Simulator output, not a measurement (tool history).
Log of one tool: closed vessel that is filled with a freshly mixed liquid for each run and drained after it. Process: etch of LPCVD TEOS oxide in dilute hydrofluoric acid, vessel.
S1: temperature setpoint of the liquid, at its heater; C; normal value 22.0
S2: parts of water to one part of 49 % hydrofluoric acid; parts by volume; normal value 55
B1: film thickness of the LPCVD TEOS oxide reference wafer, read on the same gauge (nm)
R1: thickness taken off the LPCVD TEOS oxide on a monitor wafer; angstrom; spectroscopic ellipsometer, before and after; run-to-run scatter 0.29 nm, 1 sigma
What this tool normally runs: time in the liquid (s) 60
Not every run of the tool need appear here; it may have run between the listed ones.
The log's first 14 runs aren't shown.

Run 15, hour 922.7: usual settings but S2 85 parts by volume; B1 79.99. Result: R1 195.8 angstrom.
Run 16, hour 976.7: usual settings but S1 25.0 C, time in the liquid (s) 80; B1 80.00. Result: R1 477.1 angstrom.
Run 17, hour 1058.2: usual settings; B1 80.00. Result: R1 312.9 angstrom.
Run 18, hour 1112.8: usual settings; B1 80.01. Result: R1 306.5 angstrom.
At hour 1125.2: hydrofluoric acid flow meter replaced.
Run 19, hour 1160.6: usual settings but S1 17.5 C; B1 80.00. Result: R1 273.4 angstrom.
Run 20, hour 1204.6: usual settings but time in the liquid (s) 70; B1 80.00. Result: R1 390.5 angstrom.
Run 21, hour 1254.2: usual settings but S1 23.5 C, S2 35 parts by volume, time in the liquid (s) 45; B1 80.00. Result: R1 427.1 angstrom.
Run 22, hour 1332.3: usual settings but time in the liquid (s) 30; B1 80.00. Result: R1 163.9 angstrom.
Run 23, hour 1464.7: usual settings but S1 19.5 C, S2 35 parts by volume, time in the liquid (s) 75; B1 80.02. Result: R1 593.4 angstrom.
Run 24, hour 1522.0: usual settings but S2 30 parts by volume, time in the liquid (s) 35; B1 80.01. Result: R1 356.5 angstrom.
Run 25, hour 1613.9: usual settings but S1 19.0 C, S2 80 parts by volume, time in the liquid (s) 90; B1 80.00. Result: R1 279.7 angstrom.
Run 26, hour 1679.8: usual settings but S2 30 parts by volume, time in the liquid (s) 95; B1 80.02. Result: R1 930.1 angstrom.
Run 27, hour 1746.3: usual settings but time in the liquid (s) 50; B1 79.99. Result: R1 260.3 angstrom.
At hour 1754.7: hydrofluoric acid flow meter replaced.
Run 28, hour 1829.5: usual settings; B1 80.00. Result: R1 337.0 angstrom.
Run 29, hour 1900.9: usual settings but S1 24.0 C, S2 85 parts by volume, time in the liquid (s) 40; B1 79.99. Result: R1 149.3 angstrom.
Run 30, hour 1976.1: usual settings; B1 80.01. Result: R1 327.7 angstrom.
Run 31, hour 2049.9: usual settings but S1 26.5 C; B1 80.00. Result: R1 395.1 angstrom.
Run 32, hour 2104.9: usual settings but S1 25.0 C, S2 80 parts by volume, time in the liquid (s) 75; B1 80.01. Result: R1 301.3 angstrom.
Run 33, hour 2207.5: usual settings but S2 25 parts by volume, time in the liquid (s) 30; B1 80.00. Result: R1 372.9 angstrom.

4 options for the next run, each taken on its own from the tool as it stands now. Forecast them:
Run A, hour 2208.2: usual settings; B1 ?. Result: R1 ?.
Run B, hour 2208.2: usual settings but time in the liquid (s) 40; B1 ?. Result: R1 ?.
Run C, hour 2208.2: usual settings but S2 80 parts by volume; B1 ?. Result: R1 ?.
Run D, hour 2208.2: usual settings but S2 25 parts by volume, time in the liquid (s) 70; B1 ?. Result: R1 ?.

run     B1     R1
  A  80.02  323.6
  B  80.02  215.7
  C  80.02  215.4
  D  80.02  864.2
Take away the tool's hidden state, keep each run's random variation, and the runs would have read:
run     R1
  A  340.7
  B  227.1
  C  227.1
  D  908.4

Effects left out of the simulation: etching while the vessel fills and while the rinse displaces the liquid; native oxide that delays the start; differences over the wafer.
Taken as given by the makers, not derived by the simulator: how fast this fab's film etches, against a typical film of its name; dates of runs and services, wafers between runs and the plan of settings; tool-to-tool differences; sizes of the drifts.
